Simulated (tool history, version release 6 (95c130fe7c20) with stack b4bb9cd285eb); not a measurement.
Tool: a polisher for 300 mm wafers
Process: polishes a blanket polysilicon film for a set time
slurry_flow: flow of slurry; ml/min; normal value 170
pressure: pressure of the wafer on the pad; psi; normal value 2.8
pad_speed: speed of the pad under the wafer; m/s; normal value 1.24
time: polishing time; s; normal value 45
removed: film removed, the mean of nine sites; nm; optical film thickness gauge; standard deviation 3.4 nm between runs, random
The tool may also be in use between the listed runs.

run,hour,slurry_flow,pressure,pad_speed,time,"incoming thickness of the incoming film, nm",removed
1,0.0,205,2.5,1.24,45,1337.9,333.8
# hour 51.0: worn pad replaced by a new one
2,60.1,170,2.8,1.24,36,1337.4,286.4
3,103.9,170,2.8,1.24,36,1323.7,282.5
# hour 166.6: head pressure recalibrated
# hour 176.5: slurry nozzle cleaned
4,208.2,170,2.8,1.24,36,1320.4,298.7
5,250.6,170,2.3,1.24,45,1310.5,318.0
# hour 326.0: worn pad replaced by a new one
6,326.5,170,2.3,1.24,45,1331.0,309.3
7,377.0,170,2.3,1.24,45,1320.7,304.4
8,431.7,170,2.8,1.24,45,1328.9,365.6
9,519.5,170,2.8,1.24,45,1321.2,360.5
# hour 523.9: slurry nozzle cleaned
10,556.2,170,2.8,1.24,45,1341.0,370.3
# hour 640.0: worn pad replaced by a new one
11,654.0,170,2.8,1.24,45,1298.1,368.1
12,691.2,215,3.4,1.44,45,1326.6,523.4
13,758.6,170,2.8,1.24,45,1324.3,362.7
# hour 804.8: head pressure recalibrated
14,838.7,170,2.8,1.24,45,1314.0,347.6
# hour 892.4: worn pad replaced by a new one
15,906.0,170,2.8,1.24,49,1316.2,372.4
# hour 921.1: slurry nozzle cleaned
16,987.7,170,2.8,1.46,36,1321.9,354.5
17,1050.8,110,3.5,0.80,38,1306.6,233.0
# hour 1145.6: worn pad replaced by a new one
18,1157.5,170,2.8,1.24,37,1319.5,303.1
19,1208.2,190,3.3,1.08,51,1316.4,433.7
20,1252.5,170,2.8,1.40,60,1304.5,530.3
# hour 1327.9: slurry nozzle cleaned
21,1355.0,190,2.8,1.24,45,1334.3,377.8
22,1423.7,170,2.8,1.24,51,1306.1,429.7
# hour 1482.2: worn pad replaced by a new one
23,1482.7,170,2.8,1.24,45,1314.2,373.3

State the hidden condition of the tool at each of the runs:
removal rate lost through wear of the pad, %: 0 on each run
deviation of the head's pressure from its setpoint, %: 0 on each run
H1: slurry flow missing at the pad, %
run,H1
1,19.3
2,23.8
3,27
4,2.55
5,5.7
6,11.3
7,15.1
8,19.1
9,25.7
10,9.05
11,16.3
12,19.1
13,24.1
14,30
15,35
16,7.61
17,12.3
18,20.2
19,24
20,27.3
21,3.64
22,8.74
23,13.1

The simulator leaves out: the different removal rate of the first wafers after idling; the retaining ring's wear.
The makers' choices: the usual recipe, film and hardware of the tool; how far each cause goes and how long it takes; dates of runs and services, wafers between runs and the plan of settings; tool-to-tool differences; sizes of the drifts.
